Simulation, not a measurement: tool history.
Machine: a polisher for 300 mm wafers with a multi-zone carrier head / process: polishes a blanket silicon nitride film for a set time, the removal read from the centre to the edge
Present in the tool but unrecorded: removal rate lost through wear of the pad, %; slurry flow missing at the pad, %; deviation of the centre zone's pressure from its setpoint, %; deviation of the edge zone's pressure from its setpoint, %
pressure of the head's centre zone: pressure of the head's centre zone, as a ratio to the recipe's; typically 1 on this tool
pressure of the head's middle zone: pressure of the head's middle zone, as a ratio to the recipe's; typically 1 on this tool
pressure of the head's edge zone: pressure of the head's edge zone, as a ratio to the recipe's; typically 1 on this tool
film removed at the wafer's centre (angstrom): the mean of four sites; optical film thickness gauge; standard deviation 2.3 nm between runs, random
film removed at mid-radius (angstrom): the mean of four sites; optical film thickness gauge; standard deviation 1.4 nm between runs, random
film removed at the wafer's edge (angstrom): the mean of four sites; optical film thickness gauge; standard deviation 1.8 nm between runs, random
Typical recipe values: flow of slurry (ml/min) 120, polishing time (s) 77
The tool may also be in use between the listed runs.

run     day  flow of slurry (ml/min)  pressure of the head's centre zone  pressure of the head's middle zone  pressure of the head's edge zone  polishing time (s)  wafers since the last listed run  wafers polished on this pad  hours since the slurry nozzle was cleaned  hours since the centre zone pressure was calibrated  hours since the edge zone pressure was calibrated  hours since the carrier head's membrane was replaced  incoming thickness of the incoming film, nm  film removed at the wafer's centre (angstrom)  film removed at mid-radius (angstrom)  film removed at the wafer's edge (angstrom)
  1       0                      120                                   1                                   1                                 1                  77                                 0                         1253                                       49.5                                                 1201                                              489.3                                                1095.7                                        476.1                                           1658                                   1656                                         1618
      0.329  -- worn pad replaced by a new one
  2   1.492                      120                                   1                                   1                                 1                  77                               269                          236                                       85.3                                               1236.8                                              525.1                                                1131.5                                        483.8                                           1747                                   1751                                         1724
  3   2.012                      150                                   1                                0.91                                 1                  77                               105                          341                                       97.8                                               1249.3                                              537.6                                                  1144                                        480.5                                           1816                                   1673                                         1773
  4   2.625                      150                                   1                                0.91                                 1                  77                               124                          466                                      112.5                                                 1264                                              552.3                                                1158.7                                        479.2                                           1792                                   1682                                         1741
  5   4.125                      150                                   1                                0.91                                 1                  77                               304                          771                                      148.5                                                 1300                                              588.3                                                1194.7                                        484.6                                           1775                                   1619                                         1712
  6   4.792                      120                                   1                                   1                              1.06                  77                               135                          906                                      164.5                                                 1316                                              604.3                                                1210.7                                        484.7                                           1640                                   1653                                         1713
      5.783  -- centre zone pressure recalibrated
  7   6.067                      120                                   1                                   1                              1.06                  77                               242                         1148                                      195.1                                                  6.8                                              634.9                                                1241.3                                        483.1                                           1634                                   1640                                         1690
      6.762  -- worn pad replaced by a new one
  8   6.912                      120                                   1                                   1                                 1                  77                               138                           30                                      215.4                                                 27.1                                              655.2                                                1261.6                                        479.2                                           1860                                   1816                                         1850
      8.671  -- slurry nozzle cleaned
       9.05  -- edge zone pressure recalibrated
  9  11.017                      120                                   1                                   1                              0.89                  50                               808                          839                                       56.3                                                125.6                                               47.2                                                1360.1                                          482                                           1080                                   1071                                         1002
     11.283  -- carrier head's membrane replaced by a new one
 10  12.017                      120                                   1                                   1                                 1                  77                               160                         1000                                       80.3                                                149.6                                               71.2                                                  17.6                                        474.4                                           1615                                   1627                                         1602
 11  12.642                       85                                   1                                   1                                 1                  86                               127                         1127                                       95.3                                                164.6                                               86.2                                                  32.6                                        480.1                                           1585                                   1618                                         1695
     13.138  -- worn pad replaced by a new one
 12  13.867                      150                                1.07                                   1                              0.94                  59                               215                          148                                      124.7                                                  194                                              115.6                                                    62                                        484.5                                           1557                                   1422                                         1376
 13  14.954                      120                                   1                                0.89                              1.06                  77                               220                          369                                      150.8                                                220.1                                              141.7                                                  88.1                                        484.6                                           1754                                   1554                                         1770
 14  15.983                      120                                   1                                   1                              1.06                  77                               209                          578                                      175.5                                                244.8                                              166.4                                                 112.8                                        490.2                                           1674                                   1675                                         1736
 15  17.125                      120                                1.03                                   1                              1.11                  77                               232                          810                                      202.9                                                272.2                                              193.8                                                 140.2                                        484.3                                           1689                                   1665                                         1743
 16  18.025                      120                                   1                                   1                                 1                  77                               182                          993                                      224.5                                                293.8                                              215.4                                                 161.8                                        470.4                                           1622                                   1629                                         1639
     18.988  -- slurry nozzle cleaned
 17  19.171                      110                                 1.1                                   1                              1.04                  77                               224                         1217                                        4.4                                                321.3                                              242.9                                                 189.3                                        469.3                                           1703                                   1610                                         1611

What if the next run were any one of these 3? Each begins from the tool's condition after run 17:
  A  19.192                      120                                   1                                0.91                                 1                  77                                 4                         1221                                        4.9                                                321.8                                              243.4                                                 189.8                                        484.3                                              ?                                      ?                                            ?
  B  19.192                      135                                1.12                                   1                                 1                  77                                 4                         1221                                        4.9                                                321.8                                              243.4                                                 189.8                                        484.3                                              ?                                      ?                                            ?
  C  19.192                      120                                1.07                                   1                               0.9                  77                                 4                         1221                                        4.9                                                321.8                                              243.4                                                 189.8                                        484.3                                              ?                                      ?                                            ?

run  film removed at the wafer's centre (angstrom)  film removed at mid-radius (angstrom)  film removed at the wafer's edge (angstrom)
  A                                           1647                                   1507                                         1639
  B                                           1852                                   1678                                         1671
  C                                           1733                                   1631                                         1564
Had the tool no hidden state, the same runs would have come out as:
run  film removed at the wafer's centre (angstrom)  film removed at mid-radius (angstrom)  film removed at the wafer's edge (angstrom)
  A                                           1879                                   1719                                         1870
  B                                           2113                                   1913                                         1906
  C                                           1976                                   1860                                         1784
